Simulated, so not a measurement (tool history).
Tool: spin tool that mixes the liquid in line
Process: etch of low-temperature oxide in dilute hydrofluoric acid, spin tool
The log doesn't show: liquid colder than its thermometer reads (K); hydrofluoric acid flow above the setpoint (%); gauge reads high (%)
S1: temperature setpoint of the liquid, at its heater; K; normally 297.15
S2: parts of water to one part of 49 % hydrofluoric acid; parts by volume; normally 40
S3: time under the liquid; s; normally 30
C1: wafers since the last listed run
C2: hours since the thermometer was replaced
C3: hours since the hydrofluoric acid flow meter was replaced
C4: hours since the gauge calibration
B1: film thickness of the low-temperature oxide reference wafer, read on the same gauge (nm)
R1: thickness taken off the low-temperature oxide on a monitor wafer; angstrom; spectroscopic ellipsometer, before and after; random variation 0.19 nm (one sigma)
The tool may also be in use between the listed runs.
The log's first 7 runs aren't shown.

run,hour,S1,S2,S3,C1,C2,C3,C4,B1,R1
# hour 315.6: hydrofluoric acid flow meter replaced
# hour 349.1: thermometer replaced
8,360.9,297.15,30,30,462,11.8,45.3,1476.9,69.99,380.1
9,391.9,297.15,40,30,278,42.8,76.3,1507.9,70.00,279.3
10,425.6,297.15,40,30,302,76.5,110.0,1541.6,70.01,279.4
11,452.0,297.15,40,30,237,102.9,136.4,1568.0,69.99,282.9
12,507.2,297.15,35,30,495,158.1,191.6,1623.2,70.01,329.1
# hour 539.3: gauge calibrated
13,578.5,297.15,40,30,640,229.4,262.9,39.2,69.97,282.3
14,635.1,297.15,40,30,508,286.0,319.5,95.8,70.01,282.2
15,698.6,295.65,20,50,570,349.5,383.0,159.3,70.01,907.7
16,770.1,297.15,40,30,642,421.0,454.5,230.8,70.00,281.0
17,803.6,295.15,40,30,300,454.5,488.0,264.3,69.98,264.0
18,833.4,294.15,30,50,267,484.3,517.8,294.1,70.00,561.3
19,874.1,299.15,30,20,365,525.0,558.5,334.8,70.01,280.2
20,915.4,297.15,40,30,370,566.3,599.8,376.1,69.99,281.6
21,943.2,295.65,40,30,249,594.1,627.6,403.9,69.98,262.1
22,1003.4,293.65,50,15,540,654.3,687.8,464.1,69.99,96.6
23,1074.1,297.15,40,15,634,725.0,758.5,534.8,70.02,142.4
24,1119.0,297.15,40,30,403,769.9,803.4,579.7,70.02,284.1
25,1160.1,298.65,40,30,369,811.0,844.5,620.8,70.00,302.8

Run 26 has not been measured yet. What should we expect?
26,1203.8,297.15,55,15,392,854.7,888.2,664.5,?,?

{"run 26": {"B1": 70.0, "R1": 101.6}}
Minus the tool's unlogged condition, the same run would have read R1 100.1 angstrom.
